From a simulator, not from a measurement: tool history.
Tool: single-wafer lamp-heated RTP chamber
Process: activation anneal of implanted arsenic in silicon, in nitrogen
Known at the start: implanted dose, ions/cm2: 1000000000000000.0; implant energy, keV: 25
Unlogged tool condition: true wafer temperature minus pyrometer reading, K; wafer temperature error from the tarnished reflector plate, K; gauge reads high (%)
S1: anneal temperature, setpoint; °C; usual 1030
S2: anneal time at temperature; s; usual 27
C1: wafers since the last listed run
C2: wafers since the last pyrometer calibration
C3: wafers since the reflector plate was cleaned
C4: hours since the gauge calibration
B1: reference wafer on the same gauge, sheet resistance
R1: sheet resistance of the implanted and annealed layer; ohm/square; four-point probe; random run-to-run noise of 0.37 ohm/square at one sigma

run 1 hour=0 | S1=1030 S2=27 | C1=0 C2=3232 C3=5598 C4=713.7 | B1=113.83 | R1=106.85
run 2 hour=50.1 | S1=1030 S2=27 | C1=822 C2=4055 C3=6421 C4=763.8 | B1=114.01 | R1=107.13
run 3 hour=96.1 | S1=1030 S2=27 | C1=755 C2=4810 C3=7176 C4=809.8 | B1=113.96 | R1=107.33
run 4 hour=147.1 | S1=1030 S2=27 | C1=837 C2=5648 C3=8013 C4=860.8 | B1=113.91 | R1=106.8
run 5 hour=202.8 | S1=1048 S2=31 | C1=914 C2=6562 C3=8928 C4=916.5 | B1=113.98 | R1=103.04
-- hour=239 pyrometer window cleaned and pyrometer calibrated
run 6 hour=239.5 | S1=1048 S2=31 | C1=471 C2=9 C3=9399 C4=953.2 | B1=114.06 | R1=102.52
run 7 hour=303.6 | S1=1048 S2=31 | C1=1052 C2=1061 C3=10452 C4=1017.3 | B1=113.92 | R1=101.9
run 8 hour=333.7 | S1=1030 S2=27 | C1=494 C2=1555 C3=10946 C4=1047.4 | B1=114.12 | R1=105.81
run 9 hour=395.4 | S1=1030 S2=27 | C1=1013 C2=2568 C3=11959 C4=1109.1 | B1=114.08 | R1=105.43
run 10 hour=544.7 | S1=1030 S2=27 | C1=2451 C2=5020 C3=14410 C4=1258.4 | B1=114.05 | R1=105.45
run 11 hour=594 | S1=1030 S2=27 | C1=809 C2=5829 C3=15220 C4=1307.7 | B1=114.01 | R1=105.39
-- hour=608 pyrometer window cleaned and pyrometer calibrated, repeated, since the last time left the tool worse
-- hour=634.5 reflector plate cleaned
run 12 hour=639.1 | S1=1030 S2=27 | C1=477 C2=378 C3=74 C4=1352.8 | B1=114.08 | R1=107.34
run 13 hour=710 | S1=1018 S2=27 | C1=1164 C2=1542 C3=1239 C4=1423.7 | B1=114.01 | R1=109.08
run 14 hour=774.2 | S1=1018 S2=27 | C1=1054 C2=2596 C3=2293 C4=1487.9 | B1=114.11 | R1=109
run 15 hour=811.7 | S1=1018 S2=27 | C1=615 C2=3212 C3=2908 C4=1525.4 | B1=114 | R1=109.12
run 16 hour=837.6 | S1=1030 S2=27 | C1=425 C2=3637 C3=3334 C4=1551.3 | B1=114.04 | R1=106.88
run 17 hour=905.7 | S1=1009 S2=15 | C1=1118 C2=4755 C3=4452 C4=1619.4 | B1=113.89 | R1=113.69
run 18 hour=955.7 | S1=1007 S2=38 | C1=820 C2=5576 C3=5273 C4=1669.4 | B1=114.04 | R1=108.26
-- hour=977.2 pyrometer window cleaned and pyrometer calibrated
run 19 hour=1019 | S1=1022 S2=27 | C1=907 C2=685 C3=6181 C4=1732.7 | B1=113.93 | R1=109
run 20 hour=1075.9 | S1=1022 S2=31 | C1=934 C2=1620 C3=7115 C4=1789.6 | B1=113.96 | R1=107.7
run 21 hour=1116.7 | S1=1030 S2=37 | C1=669 C2=2290 C3=7785 C4=1830.4 | B1=113.93 | R1=105.25
run 22 hour=1162.4 | S1=1005 S2=16 | C1=750 C2=3040 C3=8535 C4=1876.1 | B1=113.92 | R1=114.85
run 23 hour=1203.6 | S1=1044 S2=38 | C1=676 C2=3716 C3=9212 C4=1917.3 | B1=114.04 | R1=102
run 24 hour=1236.8 | S1=1007 S2=21 | C1=545 C2=4261 C3=9757 C4=1950.5 | B1=113.92 | R1=112.04
run 25 hour=1308 | S1=1030 S2=27 | C1=1169 C2=5430 C3=10926 C4=2021.7 | B1=113.92 | R1=107.14
run 26 hour=1334.3 | S1=1030 S2=27 | C1=431 C2=5862 C3=11358 C4=2048 | B1=113.94 | R1=106.89
run 27 hour=1362.5 | S1=1005 S2=43 | C1=463 C2=6325 C3=11821 C4=2076.2 | B1=113.96 | R1=107.92
-- hour=1439.5 pyrometer window cleaned and pyrometer calibrated
-- hour=1464.8 gauge calibrated
run 28 hour=1519.3 | S1=1002 S2=35 | C1=2443 C2=1309 C3=14264 C4=54.5 | B1=114.01 | R1=110.22
-- hour=1528 reflector plate cleaned
run 29 hour=1550.7 | S1=1015 S2=17 | C1=384 C2=1693 C3=373 C4=85.9 | B1=113.83 | R1=113.21
run 30 hour=1577.1 | S1=1007 S2=22 | C1=433 C2=2127 C3=806 C4=112.3 | B1=113.94 | R1=112.68
run 31 hour=1647 | S1=1044 S2=38 | C1=1147 C2=3275 C3=1954 C4=182.2 | B1=114.06 | R1=102.39
run 32 hour=1716.6 | S1=1018 S2=34 | C1=1142 C2=4417 C3=3097 C4=251.8 | B1=114.05 | R1=107.56
run 33 hour=1764.6 | S1=1030 S2=36 | C1=788 C2=5206 C3=3885 C4=299.8 | B1=114.11 | R1=104.74
run 34 hour=1816 | S1=1041 S2=11 | C1=843 C2=6049 C3=4729 C4=351.2 | B1=114.04 | R1=111.68
-- hour=1854.3 pyrometer window cleaned and pyrometer calibrated
run 35 hour=1884.2 | S1=1030 S2=27 | C1=988 C2=490 C3=5717 C4=419.4 | B1=114.02 | R1=106.94

5 ways to go on from here, each from the tool as it stands after run 35. What would each give?
run A hour=1884.6 | S1=1030 S2=27 | C1=6 C2=497 C3=5724 C4=419.8 | B1=? | R1=?
run B hour=1884.6 | S1=1030 S2=19 | C1=6 C2=497 C3=5724 C4=419.8 | B1=? | R1=?
run C hour=1884.6 | S1=1006 S2=36 | C1=6 C2=497 C3=5724 C4=419.8 | B1=? | R1=?
run D hour=1884.6 | S1=1001 S2=15 | C1=6 C2=497 C3=5724 C4=419.8 | B1=? | R1=?
run E hour=1884.6 | S1=1040 S2=11 | C1=6 C2=497 C3=5724 C4=419.8 | B1=? | R1=?

run=A B1=113.96 R1=107.61
run=B B1=113.96 R1=110.01
run=C B1=113.96 R1=109.55
run=D B1=113.96 R1=116.32
run=E B1=113.96 R1=112.14
Take away the tool's hidden state, keep each run's random variation, and the runs would have read:
run=A R1=107.84
run=B R1=110.23
run=C R1=109.81
run=D R1=116.6
run=E R1=112.36

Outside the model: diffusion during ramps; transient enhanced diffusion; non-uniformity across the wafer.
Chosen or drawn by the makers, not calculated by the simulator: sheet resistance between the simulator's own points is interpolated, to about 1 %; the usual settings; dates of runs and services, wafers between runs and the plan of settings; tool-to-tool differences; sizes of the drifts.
